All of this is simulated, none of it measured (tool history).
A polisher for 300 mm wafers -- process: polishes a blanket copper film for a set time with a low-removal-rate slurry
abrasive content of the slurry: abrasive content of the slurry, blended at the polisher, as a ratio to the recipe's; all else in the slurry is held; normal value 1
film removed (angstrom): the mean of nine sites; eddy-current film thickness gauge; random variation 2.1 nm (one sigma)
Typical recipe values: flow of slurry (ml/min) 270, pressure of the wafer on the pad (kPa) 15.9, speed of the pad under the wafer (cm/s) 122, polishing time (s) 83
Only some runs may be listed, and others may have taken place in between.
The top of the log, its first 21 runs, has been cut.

run	day	flow of slurry (ml/min)	pressure of the wafer on the pad (kPa)	speed of the pad under the wafer (cm/s)	abrasive content of the slurry	polishing time (s)	incoming thickness of the incoming film, nm	film removed (angstrom)
22	69.008	270	15.9	122	1	83	1555.6	2113
23	72.058	200	13.1	122	1	90	1560	1852
# day 72.138: slurry nozzle cleaned
# day 72.812: worn pad replaced by a new one
24	76.471	270	15.9	122	1	110	1561.9	2977
# day 83.65: head pressure recalibrated
# day 84.612: slurry blender recalibrated
25	89.158	270	15.9	122	1.2	83	1595	2239
26	93.367	310	15.9	144	1.1	94	1566.7	2849
27	97.65	270	19.3	146	0.9	83	1579	2746
28	100.712	270	15.9	122	1	83	1557.1	2044
29	102.338	200	15.9	136	1	83	1556.6	2161
# day 103.3: slurry nozzle cleaned
# day 103.325: worn pad replaced by a new one
30	106.421	205	15.9	122	1	109	1544.9	2875
# day 109.008: head pressure recalibrated
31	109.408	270	15.9	144	1.2	83	1564.9	2637

What if the next run were any one of these 3? Each begins from the tool's condition after run 31:
A	109.425	270	19.3	122	1	83	1550.9	?
B	109.425	190	15.9	122	1	83	1550.9	?
C	109.425	200	15.9	164	1.15	93	1550.9	?

run	film removed (angstrom)
A	2677
B	2218
C	3218
Take away the tool's hidden state, keep each run's random variation, and the runs would have read:
run	film removed (angstrom)
A	2705
B	2241
C	3252
